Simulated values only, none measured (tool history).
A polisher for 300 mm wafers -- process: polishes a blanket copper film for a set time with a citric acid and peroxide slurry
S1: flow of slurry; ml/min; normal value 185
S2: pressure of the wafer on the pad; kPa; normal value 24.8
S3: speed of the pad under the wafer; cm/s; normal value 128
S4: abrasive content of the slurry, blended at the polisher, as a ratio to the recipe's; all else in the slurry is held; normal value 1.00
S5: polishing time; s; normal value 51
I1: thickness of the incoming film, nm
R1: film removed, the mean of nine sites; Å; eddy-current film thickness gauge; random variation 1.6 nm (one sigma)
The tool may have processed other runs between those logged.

run,hour,S1,S2,S3,S4,S5,I1,R1
1,0.0,185,30.3,128,0.85,51,711.2,1785
# hour 28.0: worn pad replaced by a new one
# hour 74.5: slurry nozzle cleaned
2,85.8,185,30.3,128,0.85,51,711.4,1742
3,175.8,185,30.3,128,0.85,51,715.8,1734
4,238.9,185,24.8,128,0.80,51,719.3,1413
5,288.9,185,24.8,128,0.80,51,722.8,1417
# hour 291.6: head pressure recalibrated
6,349.5,185,24.8,128,0.80,51,716.8,1399
7,406.7,185,24.8,128,1.00,51,711.3,1488
8,494.7,185,24.8,128,1.00,46,720.0,1309
9,547.8,185,19.3,146,1.25,51,719.7,1427
# hour 587.8: worn pad replaced by a new one
10,589.3,130,24.8,110,0.70,51,717.3,1071
# hour 611.2: slurry blender recalibrated
11,654.1,185,24.8,128,0.90,34,715.7,1015
# hour 663.6: slurry nozzle cleaned
12,741.6,240,24.8,146,1.00,51,731.8,1766
13,798.1,185,24.8,96,1.00,66,720.3,1516
14,850.1,185,16.5,128,1.25,51,719.4,1203
15,908.0,220,20.7,150,1.00,51,714.2,1522
16,1091.1,185,24.8,128,1.00,51,708.5,1474
# hour 1114.2: worn pad replaced by a new one
# hour 1174.3: slurry blender recalibrated
17,1184.1,185,24.8,128,1.00,51,716.2,1598
18,1223.5,185,24.8,128,1.00,51,719.7,1571
19,1301.3,185,30.3,128,1.00,51,725.9,1832
# hour 1323.9: slurry nozzle cleaned
20,1355.3,185,24.8,128,1.00,61,713.9,1829
# hour 1395.2: head pressure recalibrated
21,1398.9,225,24.8,128,1.00,51,721.0,1577
22,1487.8,210,24.8,114,1.00,51,714.5,1370
23,1580.5,155,21.4,166,0.85,51,728.0,1596
24,1628.6,185,24.8,128,1.00,51,733.3,1463
25,1704.5,145,31.7,86,0.75,51,717.3,1113
# hour 1759.5: worn pad replaced by a new one
26,1784.3,185,24.8,128,1.15,42,728.7,1220
# hour 1808.8: slurry blender recalibrated
27,1868.2,185,29.6,128,1.00,51,735.1,1836
28,1904.7,220,24.8,128,0.90,51,713.3,1553
# hour 1937.9: slurry nozzle cleaned
29,1953.4,205,24.8,128,1.00,51,712.6,1543
30,2016.5,185,24.8,128,1.00,35,731.7,1081
31,2104.0,185,24.8,144,1.00,51,715.0,1697

Alternative continuations, all from the tool just after run 31; predict every row:
A,2104.4,185,24.8,128,1.10,51,715.7,?
B,2104.4,215,21.4,128,1.00,51,715.7,?
C,2104.4,185,31.7,102,1.00,51,715.7,?

run,R1
A,1576
B,1379
C,1523
Without the tool's hidden state the same runs would have given:
run,R1
A,1655
B,1447
C,1598

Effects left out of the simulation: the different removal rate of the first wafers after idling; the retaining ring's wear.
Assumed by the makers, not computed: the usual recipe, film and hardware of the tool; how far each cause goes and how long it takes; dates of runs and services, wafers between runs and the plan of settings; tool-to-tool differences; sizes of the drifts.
